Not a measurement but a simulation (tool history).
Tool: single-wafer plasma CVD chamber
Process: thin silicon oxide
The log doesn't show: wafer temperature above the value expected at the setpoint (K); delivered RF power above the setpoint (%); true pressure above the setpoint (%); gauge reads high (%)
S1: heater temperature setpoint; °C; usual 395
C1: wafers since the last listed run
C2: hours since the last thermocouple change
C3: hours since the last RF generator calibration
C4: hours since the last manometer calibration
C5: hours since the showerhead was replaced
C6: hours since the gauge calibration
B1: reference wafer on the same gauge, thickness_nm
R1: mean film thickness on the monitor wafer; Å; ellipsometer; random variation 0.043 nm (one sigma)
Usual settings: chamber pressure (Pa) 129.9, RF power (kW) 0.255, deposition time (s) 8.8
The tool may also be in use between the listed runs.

{"run": 1, "hour": 0.0, "S1": 395, "chamber pressure (Pa)": 129.9, "RF power (kW)": 0.255, "deposition time (s)": 8.8, "C1": 0, "C2": 2016.1, "C3": 808.4, "C4": 2226.9, "C5": 6182.6, "C6": 194.5, "B1": 18.708, "R1": 187.51}
{"run": 2, "hour": 17.0, "S1": 395, "chamber pressure (Pa)": 129.9, "RF power (kW)": 0.255, "deposition time (s)": 8.8, "C1": 578, "C2": 2033.1, "C3": 825.4, "C4": 2243.9, "C5": 6199.6, "C6": 211.5, "B1": 18.677, "R1": 186.56}
{"run": 3, "hour": 29.4, "S1": 395, "chamber pressure (Pa)": 136.8, "RF power (kW)": 0.29, "deposition time (s)": 8.8, "C1": 421, "C2": 2045.5, "C3": 837.8, "C4": 2256.3, "C5": 6212, "C6": 223.9, "B1": 18.699, "R1": 209}
{"run": 4, "hour": 37.8, "S1": 395, "chamber pressure (Pa)": 136.8, "RF power (kW)": 0.29, "deposition time (s)": 8.8, "C1": 285, "C2": 2053.9, "C3": 846.2, "C4": 2264.7, "C5": 6220.4, "C6": 232.3, "B1": 18.697, "R1": 209.05}
{"hour": 46.8, "done": "capacitance manometer re-zeroed and calibrated"}
{"run": 5, "hour": 53.1, "S1": 395, "chamber pressure (Pa)": 129.9, "RF power (kW)": 0.255, "deposition time (s)": 8.8, "C1": 248, "C2": 2069.2, "C3": 861.5, "C4": 6.3, "C5": 6235.7, "C6": 247.6, "B1": 18.706, "R1": 186.47}
{"run": 6, "hour": 61.9, "S1": 395, "chamber pressure (Pa)": 129.9, "RF power (kW)": 0.255, "deposition time (s)": 8.8, "C1": 299, "C2": 2078, "C3": 870.3, "C4": 15.1, "C5": 6244.5, "C6": 256.4, "B1": 18.705, "R1": 185.93}
{"hour": 68.6, "done": "gauge calibrated"}
{"run": 7, "hour": 75.8, "S1": 395, "chamber pressure (Pa)": 129.9, "RF power (kW)": 0.255, "deposition time (s)": 8.8, "C1": 472, "C2": 2091.9, "C3": 884.2, "C4": 29, "C5": 6258.4, "C6": 7.2, "B1": 18.7, "R1": 186.91}
{"run": 8, "hour": 91.9, "S1": 395, "chamber pressure (Pa)": 129.9, "RF power (kW)": 0.255, "deposition time (s)": 8.8, "C1": 547, "C2": 2108, "C3": 900.3, "C4": 45.1, "C5": 6274.5, "C6": 23.3, "B1": 18.693, "R1": 186.46}
{"run": 9, "hour": 98.6, "S1": 395, "chamber pressure (Pa)": 119.3, "RF power (kW)": 0.27, "deposition time (s)": 7.47, "C1": 227, "C2": 2114.7, "C3": 907, "C4": 51.8, "C5": 6281.2, "C6": 30, "B1": 18.696, "R1": 153.66}
{"run": 10, "hour": 115.5, "S1": 380, "chamber pressure (Pa)": 110.8, "RF power (kW)": 0.24, "deposition time (s)": 9.77, "C1": 574, "C2": 2131.6, "C3": 923.9, "C4": 68.7, "C5": 6298.1, "C6": 46.9, "B1": 18.707, "R1": 177.14}
{"run": 11, "hour": 129.0, "S1": 402, "chamber pressure (Pa)": 120.7, "RF power (kW)": 0.215, "deposition time (s)": 9.97, "C1": 459, "C2": 2145.1, "C3": 937.4, "C4": 82.2, "C5": 6311.6, "C6": 60.4, "B1": 18.703, "R1": 173.9}
{"hour": 144.8, "done": "showerhead replaced"}
{"run": 12, "hour": 145.3, "S1": 389, "chamber pressure (Pa)": 113.5, "RF power (kW)": 0.255, "deposition time (s)": 10.48, "C1": 282, "C2": 2161.4, "C3": 953.7, "C4": 98.5, "C5": 0.5, "C6": 76.7, "B1": 18.683, "R1": 200.43}
{"hour": 158.7, "done": "RF generator calibrated"}
{"run": 13, "hour": 159.2, "S1": 395, "chamber pressure (Pa)": 129.9, "RF power (kW)": 0.255, "deposition time (s)": 8.8, "C1": 200, "C2": 2175.3, "C3": 0.5, "C4": 112.4, "C5": 14.4, "C6": 90.6, "B1": 18.7, "R1": 186.5}
{"hour": 173.5, "done": "thermocouple changed; heater temperature recalibrated"}
{"run": 14, "hour": 174.0, "S1": 388, "chamber pressure (Pa)": 129.9, "RF power (kW)": 0.295, "deposition time (s)": 9.95, "C1": 231, "C2": 0.5, "C3": 15.3, "C4": 127.2, "C5": 29.2, "C6": 105.4, "B1": 18.689, "R1": 232.4}
{"run": 15, "hour": 183.5, "S1": 381, "chamber pressure (Pa)": 129.9, "RF power (kW)": 0.255, "deposition time (s)": 8.8, "C1": 323, "C2": 10, "C3": 24.8, "C4": 136.7, "C5": 38.7, "C6": 114.9, "B1": 18.718, "R1": 188.53}
{"run": 16, "hour": 197.3, "S1": 395, "chamber pressure (Pa)": 129.9, "RF power (kW)": 0.255, "deposition time (s)": 10.07, "C1": 469, "C2": 23.8, "C3": 38.6, "C4": 150.5, "C5": 52.5, "C6": 128.7, "B1": 18.693, "R1": 214.1}
{"run": 17, "hour": 212.0, "S1": 395, "chamber pressure (Pa)": 129.9, "RF power (kW)": 0.255, "deposition time (s)": 8.8, "C1": 500, "C2": 38.5, "C3": 53.3, "C4": 165.2, "C5": 67.2, "C6": 143.4, "B1": 18.709, "R1": 187.28}
{"run": 18, "hour": 221.8, "S1": 395, "chamber pressure (Pa)": 103.5, "RF power (kW)": 0.255, "deposition time (s)": 8.8, "C1": 333, "C2": 48.3, "C3": 63.1, "C4": 175, "C5": 77, "C6": 153.2, "B1": 18.707, "R1": 155.11}
{"run": 19, "hour": 232.1, "S1": 380, "chamber pressure (Pa)": 129.9, "RF power (kW)": 0.255, "deposition time (s)": 8.8, "C1": 350, "C2": 58.6, "C3": 73.4, "C4": 185.3, "C5": 87.3, "C6": 163.5, "B1": 18.717, "R1": 189.64}
{"run": 20, "hour": 244.7, "S1": 385, "chamber pressure (Pa)": 129.9, "RF power (kW)": 0.255, "deposition time (s)": 8.8, "C1": 428, "C2": 71.2, "C3": 86, "C4": 197.9, "C5": 99.9, "C6": 176.1, "B1": 18.699, "R1": 187.52}
{"run": 21, "hour": 267.6, "S1": 380, "chamber pressure (Pa)": 129.9, "RF power (kW)": 0.255, "deposition time (s)": 8.8, "C1": 779, "C2": 94.1, "C3": 108.9, "C4": 220.8, "C5": 122.8, "C6": 199, "B1": 18.712, "R1": 189.16}
{"run": 22, "hour": 277.2, "S1": 395, "chamber pressure (Pa)": 129.9, "RF power (kW)": 0.255, "deposition time (s)": 8.8, "C1": 326, "C2": 103.7, "C3": 118.5, "C4": 230.4, "C5": 132.4, "C6": 208.6, "B1": 18.705, "R1": 186.41}
{"run": 23, "hour": 288.4, "S1": 403, "chamber pressure (Pa)": 139.2, "RF power (kW)": 0.29, "deposition time (s)": 10.28, "C1": 381, "C2": 114.9, "C3": 129.7, "C4": 241.6, "C5": 143.6, "C6": 219.8, "B1": 18.727, "R1": 246.99}
{"run": 24, "hour": 313.6, "S1": 395, "chamber pressure (Pa)": 129.9, "RF power (kW)": 0.255, "deposition time (s)": 8.8, "C1": 857, "C2": 140.1, "C3": 154.9, "C4": 266.8, "C5": 168.8, "C6": 245, "B1": 18.687, "R1": 186.66}
{"run": 25, "hour": 321.3, "S1": 395, "chamber pressure (Pa)": 129.9, "RF power (kW)": 0.255, "deposition time (s)": 8.8, "C1": 261, "C2": 147.8, "C3": 162.6, "C4": 274.5, "C5": 176.5, "C6": 252.7, "B1": 18.682, "R1": 187.09}
{"run": 26, "hour": 328.0, "S1": 395, "chamber pressure (Pa)": 129.9, "RF power (kW)": 0.255, "deposition time (s)": 8.8, "C1": 227, "C2": 154.5, "C3": 169.3, "C4": 281.2, "C5": 183.2, "C6": 259.4, "B1": 18.697, "R1": 186.91}
{"run": 27, "hour": 337.0, "S1": 395, "chamber pressure (Pa)": 150.7, "RF power (kW)": 0.255, "deposition time (s)": 8.8, "C1": 306, "C2": 163.5, "C3": 178.3, "C4": 290.2, "C5": 192.2, "C6": 268.4, "B1": 18.695, "R1": 204.57}
{"run": 28, "hour": 349.3, "S1": 387, "chamber pressure (Pa)": 129.9, "RF power (kW)": 0.255, "deposition time (s)": 8.8, "C1": 418, "C2": 175.8, "C3": 190.6, "C4": 302.5, "C5": 204.5, "C6": 280.7, "B1": 18.713, "R1": 187.27}

Forecast each of these 5 alternatives for the next run:
{"run": "A", "hour": 349.7, "S1": 395, "chamber pressure (Pa)": 129.9, "RF power (kW)": 0.255, "deposition time (s)": 8.8, "C1": 13, "C2": 176.2, "C3": 191, "C4": 302.9, "C5": 204.9, "C6": 281.1, "B1": "?", "R1": "?"}
{"run": "B", "hour": 349.7, "S1": 395, "chamber pressure (Pa)": 129.9, "RF power (kW)": 0.215, "deposition time (s)": 8.1, "C1": 13, "C2": 176.2, "C3": 191, "C4": 302.9, "C5": 204.9, "C6": 281.1, "B1": "?", "R1": "?"}
{"run": "C", "hour": 349.7, "S1": 395, "chamber pressure (Pa)": 129.9, "RF power (kW)": 0.255, "deposition time (s)": 10.05, "C1": 13, "C2": 176.2, "C3": 191, "C4": 302.9, "C5": 204.9, "C6": 281.1, "B1": "?", "R1": "?"}
{"run": "D", "hour": 349.7, "S1": 395, "chamber pressure (Pa)": 129.9, "RF power (kW)": 0.255, "deposition time (s)": 7.89, "C1": 13, "C2": 176.2, "C3": 191, "C4": 302.9, "C5": 204.9, "C6": 281.1, "B1": "?", "R1": "?"}
{"run": "E", "hour": 349.7, "S1": 395, "chamber pressure (Pa)": 111.3, "RF power (kW)": 0.255, "deposition time (s)": 8.8, "C1": 13, "C2": 176.2, "C3": 191, "C4": 302.9, "C5": 204.9, "C6": 281.1, "B1": "?", "R1": "?"}

run=A B1=18.699 R1=186.31
run=B B1=18.699 R1=150.48
run=C B1=18.699 R1=212.69
run=D B1=18.699 R1=167.08
run=E B1=18.699 R1=164.68
Without the tool's hidden state the same runs would have given:
run=A R1=186.31
run=B R1=150.48
run=C R1=212.69
run=D R1=167.08
run=E R1=164.68
